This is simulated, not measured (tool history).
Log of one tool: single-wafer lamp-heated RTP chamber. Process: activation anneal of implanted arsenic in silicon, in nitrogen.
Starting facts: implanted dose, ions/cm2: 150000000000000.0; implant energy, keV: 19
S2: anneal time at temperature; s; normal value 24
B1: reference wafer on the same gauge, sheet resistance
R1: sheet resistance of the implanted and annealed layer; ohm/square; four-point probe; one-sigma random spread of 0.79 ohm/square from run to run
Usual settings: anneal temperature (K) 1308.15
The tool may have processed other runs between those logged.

run 1 hour=0 | anneal_temperature_(K)=1308.15 S2=24 | B1=596.04 | R1=526.56
run 2 hour=101.9 | anneal_temperature_(K)=1308.15 S2=24 | B1=595.69 | R1=527.77
run 3 hour=162.5 | anneal_temperature_(K)=1308.15 S2=24 | B1=595.32 | R1=526.72
run 4 hour=226.2 | anneal_temperature_(K)=1308.15 S2=24 | B1=595.06 | R1=525.39
run 5 hour=268.4 | anneal_temperature_(K)=1308.15 S2=24 | B1=594.77 | R1=525.07
run 6 hour=318 | anneal_temperature_(K)=1308.15 S2=24 | B1=594.88 | R1=525.81
run 7 hour=421.2 | anneal_temperature_(K)=1308.15 S2=24 | B1=594.16 | R1=525.15
run 8 hour=493.2 | anneal_temperature_(K)=1308.15 S2=24 | B1=593.84 | R1=524.46
run 9 hour=557.4 | anneal_temperature_(K)=1308.15 S2=18 | B1=593.35 | R1=526.62
run 10 hour=618.7 | anneal_temperature_(K)=1308.15 S2=18 | B1=593.34 | R1=525.48
run 11 hour=681.9 | anneal_temperature_(K)=1308.15 S2=18 | B1=592.88 | R1=524.24
run 12 hour=753.8 | anneal_temperature_(K)=1308.15 S2=24 | B1=592.51 | R1=523.86
run 13 hour=858.4 | anneal_temperature_(K)=1308.15 S2=24 | B1=591.56 | R1=524.32
run 14 hour=962.9 | anneal_temperature_(K)=1308.15 S2=24 | B1=590.82 | R1=522.06
run 15 hour=1043.9 | anneal_temperature_(K)=1299.15 S2=13 | B1=590.23 | R1=526.51
run 16 hour=1096 | anneal_temperature_(K)=1308.15 S2=19 | B1=589.82 | R1=523.36
run 17 hour=1136.7 | anneal_temperature_(K)=1331.15 S2=11 | B1=589.68 | R1=522.33
run 18 hour=1181.7 | anneal_temperature_(K)=1308.15 S2=24 | B1=596.36 | R1=527.35
run 19 hour=1260.6 | anneal_temperature_(K)=1308.15 S2=24 | B1=596.02 | R1=525.83
run 20 hour=1331.5 | anneal_temperature_(K)=1291.15 S2=30 | B1=596.25 | R1=527.69
run 21 hour=1434.2 | anneal_temperature_(K)=1308.15 S2=32 | B1=595.88 | R1=524.42
run 22 hour=1527.6 | anneal_temperature_(K)=1308.15 S2=34 | B1=596.06 | R1=521.55
run 23 hour=1620.3 | anneal_temperature_(K)=1331.15 S2=33 | B1=595.66 | R1=515.2
run 24 hour=1680.8 | anneal_temperature_(K)=1322.15 S2=24 | B1=595.53 | R1=522.55
run 25 hour=1879.9 | anneal_temperature_(K)=1285.15 S2=34 | B1=595.37 | R1=528.98
run 26 hour=1980.4 | anneal_temperature_(K)=1292.15 S2=24 | B1=595.22 | R1=528.66
run 27 hour=2022.5 | anneal_temperature_(K)=1282.15 S2=15 | B1=595.06 | R1=531.06
run 28 hour=2113.5 | anneal_temperature_(K)=1329.15 S2=24 | B1=594.58 | R1=520.53
run 29 hour=2305.5 | anneal_temperature_(K)=1322.15 S2=30 | B1=593.65 | R1=519.4
run 30 hour=2371.4 | anneal_temperature_(K)=1308.15 S2=10 | B1=593.9 | R1=528.63
run 31 hour=2441 | anneal_temperature_(K)=1336.15 S2=15 | B1=592.97 | R1=521.85
run 32 hour=2479.8 | anneal_temperature_(K)=1278.15 S2=33 | B1=593.23 | R1=525.61
run 33 hour=2554.2 | anneal_temperature_(K)=1308.15 S2=35 | B1=592.76 | R1=521.29
run 34 hour=2612.7 | anneal_temperature_(K)=1279.15 S2=30 | B1=592.35 | R1=527.12
run 35 hour=2663.4 | anneal_temperature_(K)=1282.15 S2=30 | B1=592.11 | R1=524.91
run 36 hour=2741.3 | anneal_temperature_(K)=1280.15 S2=33 | B1=591.49 | R1=524.85
run 37 hour=2779.3 | anneal_temperature_(K)=1331.15 S2=24 | B1=591.35 | R1=516.93

Withheld: 8 entries from between the runs. Position of each, and hidden state at the listed run before versus the listed run after:
From run 2 to run 3: reflector plate cleaned (hour 123.4)
  gauge reads high (%): -0.243 -> -0.282
  measured less the result without the state, R1: -1.29 -> -1.49 ohm/square
From run 11 to run 12: pyrometer window cleaned and pyrometer calibrated (hour 708.6); reflector plate cleaned (hour 736.1)
  gauge reads high (%): -0.714 -> -0.787
  measured less the result without the state, R1: -3.77 -> -4.15 ohm/square
From run 17 to run 18: gauge calibrated (hour 1167.7)
  gauge reads high (%): -1.23 -> -0.14
  measured less the result without the state, R1: -6.49 -> -0.73 ohm/square
From run 20 to run 21: reflector plate cleaned (hour 1352)
  gauge reads high (%): -0.148 -> -0.162
  measured less the result without the state, R1: -0.78 -> -0.85 ohm/square
From run 24 to run 25: pyrometer window cleaned and pyrometer calibrated (hour 1694.6)
  gauge reads high (%): -0.22 -> -0.295
  measured less the result without the state, R1: -1.15 -> -1.57 ohm/square
From run 27 to run 28: reflector plate cleaned (hour 2031.7)
  gauge reads high (%): -0.364 -> -0.414
  measured less the result without the state, R1: -1.94 -> -2.17 ohm/square
From run 35 to run 36: reflector plate cleaned (hour 2725.9)
  gauge reads high (%): -0.825 -> -0.898
  measured less the result without the state, R1: -4.37 -> -4.75 ohm/square
